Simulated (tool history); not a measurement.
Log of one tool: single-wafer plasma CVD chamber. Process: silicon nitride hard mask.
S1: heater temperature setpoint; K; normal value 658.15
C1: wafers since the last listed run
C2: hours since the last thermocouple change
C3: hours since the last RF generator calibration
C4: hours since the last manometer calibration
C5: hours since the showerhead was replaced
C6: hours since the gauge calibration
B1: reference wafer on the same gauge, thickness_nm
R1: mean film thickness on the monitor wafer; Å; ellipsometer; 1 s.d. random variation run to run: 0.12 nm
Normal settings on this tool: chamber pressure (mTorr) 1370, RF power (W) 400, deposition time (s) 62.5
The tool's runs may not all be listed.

{"run": 1, "hour": 0.0, "S1": 658.15, "chamber pressure (mTorr)": 1370, "RF power (W)": 400, "deposition time (s)": 62.5, "C1": 0, "C2": 2735.1, "C3": 1683.2, "C4": 927.5, "C5": 3175.4, "C6": 223.1, "B1": 91.976, "R1": 806.08}
{"run": 2, "hour": 11.6, "S1": 658.15, "chamber pressure (mTorr)": 1370, "RF power (W)": 400, "deposition time (s)": 62.5, "C1": 186, "C2": 2746.7, "C3": 1694.8, "C4": 939.1, "C5": 3187.0, "C6": 234.7, "B1": 91.917, "R1": 806.4}
{"run": 3, "hour": 27.3, "S1": 658.15, "chamber pressure (mTorr)": 1370, "RF power (W)": 400, "deposition time (s)": 62.5, "C1": 251, "C2": 2762.4, "C3": 1710.5, "C4": 954.8, "C5": 3202.7, "C6": 250.4, "B1": 91.895, "R1": 807.07}
{"run": 4, "hour": 38.7, "S1": 658.15, "chamber pressure (mTorr)": 1370, "RF power (W)": 400, "deposition time (s)": 62.5, "C1": 182, "C2": 2773.8, "C3": 1721.9, "C4": 966.2, "C5": 3214.1, "C6": 261.8, "B1": 91.935, "R1": 807.52}
{"run": 5, "hour": 55.8, "S1": 658.15, "chamber pressure (mTorr)": 1370, "RF power (W)": 400, "deposition time (s)": 62.5, "C1": 274, "C2": 2790.9, "C3": 1739.0, "C4": 983.3, "C5": 3231.2, "C6": 278.9, "B1": 91.928, "R1": 808.65}
{"run": 6, "hour": 62.4, "S1": 658.15, "chamber pressure (mTorr)": 1370, "RF power (W)": 445, "deposition time (s)": 62.5, "C1": 105, "C2": 2797.5, "C3": 1745.6, "C4": 989.9, "C5": 3237.8, "C6": 285.5, "B1": 91.868, "R1": 853.17}
{"run": 7, "hour": 75.7, "S1": 658.15, "chamber pressure (mTorr)": 1370, "RF power (W)": 400, "deposition time (s)": 62.5, "C1": 213, "C2": 2810.8, "C3": 1758.9, "C4": 1003.2, "C5": 3251.1, "C6": 298.8, "B1": 91.863, "R1": 809.44}
{"hour": 89.9, "done": "thermocouple changed; heater temperature recalibrated"}
{"run": 8, "hour": 90.4, "S1": 658.15, "chamber pressure (mTorr)": 1370, "RF power (W)": 350, "deposition time (s)": 62.5, "C1": 107, "C2": 0.5, "C3": 1773.6, "C4": 1017.9, "C5": 3265.8, "C6": 313.5, "B1": 91.893, "R1": 754.11}
{"run": 9, "hour": 103.5, "S1": 658.15, "chamber pressure (mTorr)": 1370, "RF power (W)": 350, "deposition time (s)": 62.5, "C1": 210, "C2": 13.6, "C3": 1786.7, "C4": 1031.0, "C5": 3278.9, "C6": 326.6, "B1": 91.906, "R1": 753.49}
{"run": 10, "hour": 114.9, "S1": 658.15, "chamber pressure (mTorr)": 1370, "RF power (W)": 400, "deposition time (s)": 62.5, "C1": 182, "C2": 25.0, "C3": 1798.1, "C4": 1042.4, "C5": 3290.3, "C6": 338.0, "B1": 91.889, "R1": 808.43}
{"hour": 119.6, "done": "gauge calibrated"}
{"hour": 135.8, "done": "showerhead replaced, of another model than before"}
{"run": 11, "hour": 136.3, "S1": 658.15, "chamber pressure (mTorr)": 1370, "RF power (W)": 400, "deposition time (s)": 62.5, "C1": 215, "C2": 46.4, "C3": 1819.5, "C4": 1063.8, "C5": 0.5, "C6": 16.7, "B1": 91.908, "R1": 801.88}
{"run": 12, "hour": 138.0, "S1": 658.15, "chamber pressure (mTorr)": 1370, "RF power (W)": 400, "deposition time (s)": 62.5, "C1": 27, "C2": 48.1, "C3": 1821.2, "C4": 1065.5, "C5": 2.2, "C6": 18.4, "B1": 91.918, "R1": 802.23}
{"run": 13, "hour": 150.2, "S1": 658.15, "chamber pressure (mTorr)": 1370, "RF power (W)": 400, "deposition time (s)": 62.5, "C1": 195, "C2": 60.3, "C3": 1833.4, "C4": 1077.7, "C5": 14.4, "C6": 30.6, "B1": 91.89, "R1": 802.16}
{"run": 14, "hour": 157.7, "S1": 658.15, "chamber pressure (mTorr)": 1370, "RF power (W)": 440, "deposition time (s)": 70.8, "C1": 120, "C2": 67.8, "C3": 1840.9, "C4": 1085.2, "C5": 21.9, "C6": 38.1, "B1": 91.938, "R1": 937.55}
{"run": 15, "hour": 170.2, "S1": 658.15, "chamber pressure (mTorr)": 1210, "RF power (W)": 375, "deposition time (s)": 62.5, "C1": 200, "C2": 80.3, "C3": 1853.4, "C4": 1097.7, "C5": 34.4, "C6": 50.6, "B1": 91.929, "R1": 760.54}
{"hour": 187.2, "done": "RF generator calibrated"}
{"run": 16, "hour": 187.7, "S1": 669.15, "chamber pressure (mTorr)": 1540, "RF power (W)": 430, "deposition time (s)": 72.0, "C1": 152, "C2": 97.8, "C3": 0.5, "C4": 1115.2, "C5": 51.9, "C6": 68.1, "B1": 91.868, "R1": 967.88}
{"run": 17, "hour": 194.3, "S1": 658.15, "chamber pressure (mTorr)": 1370, "RF power (W)": 400, "deposition time (s)": 62.5, "C1": 105, "C2": 104.4, "C3": 7.1, "C4": 1121.8, "C5": 58.5, "C6": 74.7, "B1": 91.835, "R1": 802.6}
{"hour": 204.0, "done": "capacitance manometer re-zeroed and calibrated"}
{"run": 18, "hour": 205.8, "S1": 658.15, "chamber pressure (mTorr)": 1370, "RF power (W)": 430, "deposition time (s)": 62.5, "C1": 56, "C2": 115.9, "C3": 18.6, "C4": 1.8, "C5": 70.0, "C6": 86.2, "B1": 91.915, "R1": 810.56}
{"run": 19, "hour": 216.3, "S1": 658.15, "chamber pressure (mTorr)": 1370, "RF power (W)": 400, "deposition time (s)": 62.5, "C1": 168, "C2": 126.4, "C3": 29.1, "C4": 12.3, "C5": 80.5, "C6": 96.7, "B1": 91.898, "R1": 790.88}
{"run": 20, "hour": 230.2, "S1": 658.15, "chamber pressure (mTorr)": 1370, "RF power (W)": 400, "deposition time (s)": 62.5, "C1": 223, "C2": 140.3, "C3": 43.0, "C4": 26.2, "C5": 94.4, "C6": 110.6, "B1": 91.914, "R1": 789.62}
{"run": 21, "hour": 245.4, "S1": 665.15, "chamber pressure (mTorr)": 1370, "RF power (W)": 400, "deposition time (s)": 58.6, "C1": 243, "C2": 155.5, "C3": 58.2, "C4": 41.4, "C5": 109.6, "C6": 125.8, "B1": 91.878, "R1": 741.95}
{"run": 22, "hour": 253.7, "S1": 647.15, "chamber pressure (mTorr)": 1370, "RF power (W)": 320, "deposition time (s)": 62.5, "C1": 133, "C2": 163.8, "C3": 66.5, "C4": 49.7, "C5": 117.9, "C6": 134.1, "B1": 91.892, "R1": 740.34}
{"run": 23, "hour": 265.9, "S1": 658.15, "chamber pressure (mTorr)": 1030, "RF power (W)": 465, "deposition time (s)": 59.0, "C1": 195, "C2": 176.0, "C3": 78.7, "C4": 61.9, "C5": 130.1, "C6": 146.3, "B1": 91.906, "R1": 737.29}
{"run": 24, "hour": 273.5, "S1": 658.15, "chamber pressure (mTorr)": 1370, "RF power (W)": 400, "deposition time (s)": 62.5, "C1": 121, "C2": 183.6, "C3": 86.3, "C4": 69.5, "C5": 137.7, "C6": 153.9, "B1": 91.89, "R1": 790.03}
{"run": 25, "hour": 284.3, "S1": 648.15, "chamber pressure (mTorr)": 1100, "RF power (W)": 340, "deposition time (s)": 55.9, "C1": 173, "C2": 194.4, "C3": 97.1, "C4": 80.3, "C5": 148.5, "C6": 164.7, "B1": 91.893, "R1": 642.34}

Forecast each of these 5 alternatives for the next run:
{"run": "A", "hour": 284.7, "S1": 658.15, "chamber pressure (mTorr)": 1370, "RF power (W)": 400, "deposition time (s)": 62.5, "C1": 6, "C2": 194.8, "C3": 97.5, "C4": 80.7, "C5": 148.9, "C6": 165.1, "B1": "?", "R1": "?"}
{"run": "B", "hour": 284.7, "S1": 658.15, "chamber pressure (mTorr)": 1370, "RF power (W)": 360, "deposition time (s)": 70.9, "C1": 6, "C2": 194.8, "C3": 97.5, "C4": 80.7, "C5": 148.9, "C6": 165.1, "B1": "?", "R1": "?"}
{"run": "C", "hour": 284.7, "S1": 653.15, "chamber pressure (mTorr)": 1370, "RF power (W)": 325, "deposition time (s)": 62.5, "C1": 6, "C2": 194.8, "C3": 97.5, "C4": 80.7, "C5": 148.9, "C6": 165.1, "B1": "?", "R1": "?"}
{"run": "D", "hour": 284.7, "S1": 663.15, "chamber pressure (mTorr)": 1540, "RF power (W)": 400, "deposition time (s)": 62.5, "C1": 6, "C2": 194.8, "C3": 97.5, "C4": 80.7, "C5": 148.9, "C6": 165.1, "B1": "?", "R1": "?"}
{"run": "E", "hour": 284.7, "S1": 658.15, "chamber pressure (mTorr)": 1460, "RF power (W)": 470, "deposition time (s)": 62.5, "C1": 6, "C2": 194.8, "C3": 97.5, "C4": 80.7, "C5": 148.9, "C6": 165.1, "B1": "?", "R1": "?"}

run=A B1=91.865 R1=792.19
run=B B1=91.865 R1=867.56
run=C B1=91.865 R1=741.10
run=D B1=91.865 R1=812.52
run=E B1=91.865 R1=848.89
Stripped of hidden state, with their random variation kept, the same runs would have yielded:
run=A R1=790.40
run=B R1=865.60
run=C R1=739.43
run=D R1=810.74
run=E R1=846.97
